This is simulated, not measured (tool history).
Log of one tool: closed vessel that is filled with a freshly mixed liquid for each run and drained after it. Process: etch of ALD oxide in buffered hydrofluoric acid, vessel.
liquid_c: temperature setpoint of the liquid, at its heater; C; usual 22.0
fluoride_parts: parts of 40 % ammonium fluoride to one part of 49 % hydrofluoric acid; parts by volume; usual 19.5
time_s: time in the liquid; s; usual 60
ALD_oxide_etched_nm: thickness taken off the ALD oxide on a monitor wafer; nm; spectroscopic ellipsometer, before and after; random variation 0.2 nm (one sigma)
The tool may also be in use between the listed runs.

run	hour	liquid_c	fluoride_parts	time_s	read-back film thickness of the ALD oxide reference wafer, read on the same gauge (nm)	ALD_oxide_etched_nm
1	0.0	22.0	18.0	60	139.99	58.41
2	96.3	22.0	18.0	60	140.03	58.65
3	175.3	22.0	14.5	60	140.01	72.67
4	282.3	22.0	14.5	60	140.05	72.22
5	368.4	23.5	17.0	60	140.01	66.97
6	431.3	22.0	15.5	60	139.99	67.76
7	486.9	22.0	15.5	60	140.02	67.69
8	594.1	22.0	15.5	60	140.01	68.51
9	650.8	22.0	19.5	60	140.01	54.10
10	718.7	22.0	19.5	60	139.98	54.10
# hour 759.6: hydrofluoric acid flow meter replaced
11	808.0	22.0	19.5	60	140.05	54.33
12	909.3	22.0	19.5	60	140.06	54.24
13	984.2	22.0	19.5	60	140.03	54.52
14	1050.7	22.0	19.5	60	139.95	54.87
# hour 1064.3: thermometer replaced
15	1155.2	22.0	14.5	60	139.99	71.90
16	1198.7	22.0	23.0	60	140.00	47.45
17	1253.7	24.5	19.5	60	140.01	61.26
18	1315.1	22.0	11.5	80	139.98	120.33
19	1381.8	23.5	19.5	60	139.99	58.13
20	1486.4	18.5	15.5	75	139.99	69.22
21	1590.7	17.5	19.5	85	140.01	59.15
22	1647.6	22.0	19.5	60	139.99	53.36
23	1694.1	22.0	24.0	50	139.97	38.91
# hour 1717.9: gauge calibrated
24	1876.6	25.5	16.0	45	139.99	59.48
25	1949.1	22.0	19.5	85	140.02	76.36
26	2041.9	22.0	23.5	35	139.97	27.75
27	2114.4	25.0	24.5	95	140.00	86.04
28	2172.1	22.0	26.0	60	140.01	43.91
29	2279.4	22.0	27.5	60	140.00	42.32
30	2324.4	26.0	17.0	70	139.99	90.45
31	2419.2	22.0	19.5	60	140.01	54.42
32	2527.1	22.0	19.5	60	139.98	54.42
33	2577.6	23.5	17.0	60	139.98	67.29
34	2636.1	18.5	15.0	30	139.95	28.86

Hidden state or all else? Some run-to-run changes of ALD_oxide_etched_nm, split into what the settings, what came in and random variation would give without the hidden state, and what is left for the hidden state (with any gauge scatter that isn't in both results):
The hidden state here: liquid hotter than its thermometer reads (K); hydrofluoric acid flow above the setpoint (%); gauge reads high (%).
Run 14 -> 15: fluoride_parts 19.5 -> 14.5, thermometer replaced. ALD_oxide_etched_nm +17.03 nm: hidden state -0.83, all else +17.86.
Run 17 -> 18: liquid_c 24.5 -> 22.0, fluoride_parts 19.5 -> 11.5, time_s 60 -> 80. ALD_oxide_etched_nm +59.07 nm: hidden state +0.39, all else +58.68.
Run 18 -> 19: liquid_c 22.0 -> 23.5, fluoride_parts 11.5 -> 19.5, time_s 80 -> 60. ALD_oxide_etched_nm -62.20 nm: hidden state -0.35, all else -61.85.
Run 26 -> 27: liquid_c 22.0 -> 25.0, fluoride_parts 23.5 -> 24.5, time_s 35 -> 95. ALD_oxide_etched_nm +58.29 nm: hidden state +0.83, all else +57.46.
Run 29 -> 30: liquid_c 22.0 -> 26.0, fluoride_parts 27.5 -> 17.0, time_s 60 -> 70. ALD_oxide_etched_nm +48.13 nm: hidden state +0.78, all else +47.35.
